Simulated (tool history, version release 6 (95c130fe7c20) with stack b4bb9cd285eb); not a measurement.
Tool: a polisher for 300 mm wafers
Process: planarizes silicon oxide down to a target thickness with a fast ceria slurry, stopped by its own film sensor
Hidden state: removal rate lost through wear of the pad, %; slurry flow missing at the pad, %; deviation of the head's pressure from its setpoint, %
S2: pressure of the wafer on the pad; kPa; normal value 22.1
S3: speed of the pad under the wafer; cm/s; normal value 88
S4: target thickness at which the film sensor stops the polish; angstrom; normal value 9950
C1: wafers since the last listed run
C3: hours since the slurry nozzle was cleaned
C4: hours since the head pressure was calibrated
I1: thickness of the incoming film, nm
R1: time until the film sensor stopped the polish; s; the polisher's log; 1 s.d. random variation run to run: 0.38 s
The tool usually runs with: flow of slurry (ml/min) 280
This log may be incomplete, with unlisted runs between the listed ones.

{"run": 1, "hour": 0.0, "flow of slurry (ml/min)": 280, "S2": 22.1, "S3": 76, "S4": 9950, "C1": 0, "wafers polished on this pad": 1205, "C3": 418.3, "C4": 809.0, "I1": 1607.2, "R1": 46.4}
{"hour": 38.2, "done": "worn pad replaced by a new one"}
{"run": 2, "hour": 38.7, "flow of slurry (ml/min)": 280, "S2": 22.1, "S3": 88, "S4": 9950, "C1": 374, "wafers polished on this pad": 5, "C3": 457.0, "C4": 847.7, "I1": 1582.2, "R1": 35.6}
{"run": 3, "hour": 69.4, "flow of slurry (ml/min)": 280, "S2": 22.1, "S3": 88, "S4": 9950, "C1": 331, "wafers polished on this pad": 336, "C3": 487.7, "C4": 878.4, "I1": 1583.3, "R1": 37.2}
{"run": 4, "hour": 112.3, "flow of slurry (ml/min)": 280, "S2": 27.6, "S3": 88, "S4": 8520, "C1": 463, "wafers polished on this pad": 799, "C3": 530.6, "C4": 921.3, "I1": 1599.6, "R1": 40.1}
{"run": 5, "hour": 134.3, "flow of slurry (ml/min)": 280, "S2": 27.6, "S3": 88, "S4": 8520, "C1": 237, "wafers polished on this pad": 1037, "C3": 552.6, "C4": 943.3, "I1": 1581.7, "R1": 39.2}
{"run": 6, "hour": 167.8, "flow of slurry (ml/min)": 280, "S2": 27.6, "S3": 88, "S4": 8520, "C1": 361, "wafers polished on this pad": 1398, "C3": 586.1, "C4": 976.8, "I1": 1605.2, "R1": 41.6}
{"hour": 182.5, "done": "worn pad replaced by a new one"}
{"run": 7, "hour": 199.8, "flow of slurry (ml/min)": 280, "S2": 22.1, "S3": 88, "S4": 9950, "C1": 302, "wafers polished on this pad": 186, "C3": 618.1, "C4": 1008.8, "I1": 1620.8, "R1": 38.9}
{"run": 8, "hour": 214.9, "flow of slurry (ml/min)": 280, "S2": 22.1, "S3": 88, "S4": 9950, "C1": 163, "wafers polished on this pad": 349, "C3": 633.2, "C4": 1023.9, "I1": 1580.5, "R1": 36.6}
{"run": 9, "hour": 246.3, "flow of slurry (ml/min)": 230, "S2": 22.1, "S3": 108, "S4": 9950, "C1": 338, "wafers polished on this pad": 688, "C3": 664.6, "C4": 1055.3, "I1": 1579.5, "R1": 31.5}
{"run": 10, "hour": 271.9, "flow of slurry (ml/min)": 280, "S2": 22.1, "S3": 88, "S4": 9950, "C1": 276, "wafers polished on this pad": 965, "C3": 690.2, "C4": 1080.9, "I1": 1573.2, "R1": 38.3}
{"run": 11, "hour": 300.1, "flow of slurry (ml/min)": 280, "S2": 22.1, "S3": 88, "S4": 9950, "C1": 304, "wafers polished on this pad": 1269, "C3": 718.4, "C4": 1109.1, "I1": 1597.8, "R1": 40.4}
{"hour": 312.8, "done": "worn pad replaced by a new one"}
{"run": 12, "hour": 326.4, "flow of slurry (ml/min)": 280, "S2": 22.1, "S3": 88, "S4": 9950, "C1": 240, "wafers polished on this pad": 146, "C3": 744.7, "C4": 1135.4, "I1": 1589.9, "R1": 37.6}
{"run": 13, "hour": 353.5, "flow of slurry (ml/min)": 280, "S2": 27.6, "S3": 88, "S4": 10570, "C1": 292, "wafers polished on this pad": 439, "C3": 771.8, "C4": 1162.5, "I1": 1566.0, "R1": 27.0}
{"run": 14, "hour": 377.5, "flow of slurry (ml/min)": 330, "S2": 24.1, "S3": 88, "S4": 11850, "C1": 259, "wafers polished on this pad": 698, "C3": 795.8, "C4": 1186.5, "I1": 1611.4, "R1": 25.4}
{"run": 15, "hour": 411.5, "flow of slurry (ml/min)": 280, "S2": 15.9, "S3": 66, "S4": 9950, "C1": 367, "wafers polished on this pad": 1065, "C3": 829.8, "C4": 1220.5, "I1": 1608.9, "R1": 73.6}
{"hour": 426.5, "done": "head pressure recalibrated"}
{"hour": 430.5, "done": "worn pad replaced by a new one"}
{"run": 16, "hour": 431.0, "flow of slurry (ml/min)": 280, "S2": 22.1, "S3": 88, "S4": 9950, "C1": 145, "wafers polished on this pad": 4, "C3": 849.3, "C4": 4.5, "I1": 1578.3, "R1": 36.6}
{"hour": 452.9, "done": "slurry nozzle cleaned"}
{"run": 17, "hour": 456.4, "flow of slurry (ml/min)": 240, "S2": 16.5, "S3": 88, "S4": 10830, "C1": 263, "wafers polished on this pad": 268, "C3": 3.5, "C4": 29.9, "I1": 1570.7, "R1": 38.7}
{"run": 18, "hour": 484.0, "flow of slurry (ml/min)": 280, "S2": 24.8, "S3": 102, "S4": 9950, "C1": 297, "wafers polished on this pad": 566, "C3": 31.1, "C4": 57.5, "I1": 1580.9, "R1": 28.5}
{"run": 19, "hour": 510.6, "flow of slurry (ml/min)": 280, "S2": 22.1, "S3": 88, "S4": 9950, "C1": 287, "wafers polished on this pad": 853, "C3": 57.7, "C4": 84.1, "I1": 1584.6, "R1": 37.9}
{"run": 20, "hour": 530.7, "flow of slurry (ml/min)": 280, "S2": 22.1, "S3": 72, "S4": 9950, "C1": 216, "wafers polished on this pad": 1070, "C3": 77.8, "C4": 104.2, "I1": 1566.7, "R1": 44.4}
{"hour": 542.9, "done": "worn pad replaced by a new one"}
{"run": 21, "hour": 551.7, "flow of slurry (ml/min)": 280, "S2": 22.1, "S3": 88, "S4": 9950, "C1": 183, "wafers polished on this pad": 94, "C3": 98.8, "C4": 125.2, "I1": 1608.4, "R1": 36.2}
{"run": 22, "hour": 586.0, "flow of slurry (ml/min)": 280, "S2": 29.6, "S3": 88, "S4": 8070, "C1": 370, "wafers polished on this pad": 465, "C3": 133.1, "C4": 159.5, "I1": 1569.8, "R1": 36.0}
{"run": 23, "hour": 614.1, "flow of slurry (ml/min)": 325, "S2": 27.6, "S3": 68, "S4": 10880, "C1": 303, "wafers polished on this pad": 768, "C3": 161.2, "C4": 187.6, "I1": 1596.0, "R1": 32.7}
{"run": 24, "hour": 637.6, "flow of slurry (ml/min)": 280, "S2": 25.5, "S3": 62, "S4": 9950, "C1": 253, "wafers polished on this pad": 1022, "C3": 184.7, "C4": 211.1, "I1": 1592.7, "R1": 47.9}
{"run": 25, "hour": 653.3, "flow of slurry (ml/min)": 280, "S2": 22.1, "S3": 88, "S4": 9950, "C1": 169, "wafers polished on this pad": 1191, "C3": 200.4, "C4": 226.8, "I1": 1595.3, "R1": 39.3}

Alternative continuations, all from the tool just after run 25; predict every row:
{"run": "A", "hour": 653.7, "flow of slurry (ml/min)": 280, "S2": 22.1, "S3": 88, "S4": 9950, "C1": 4, "wafers polished on this pad": 1195, "C3": 200.8, "C4": 227.2, "I1": 1598.8, "R1": "?"}
{"run": "B", "hour": 653.7, "flow of slurry (ml/min)": 195, "S2": 24.1, "S3": 100, "S4": 8190, "C1": 4, "wafers polished on this pad": 1195, "C3": 200.8, "C4": 227.2, "I1": 1598.8, "R1": "?"}
{"run": "C", "hour": 653.7, "flow of slurry (ml/min)": 280, "S2": 22.1, "S3": 66, "S4": 11040, "C1": 4, "wafers polished on this pad": 1195, "C3": 200.8, "C4": 227.2, "I1": 1598.8, "R1": "?"}

run=A R1=38.5
run=B R1=41.8
run=C R1=42.1
With the hidden condition removed and each run's random variation left untouched, the same runs would have given:
run=A R1=35.8
run=B R1=38.7
run=C R1=39.1

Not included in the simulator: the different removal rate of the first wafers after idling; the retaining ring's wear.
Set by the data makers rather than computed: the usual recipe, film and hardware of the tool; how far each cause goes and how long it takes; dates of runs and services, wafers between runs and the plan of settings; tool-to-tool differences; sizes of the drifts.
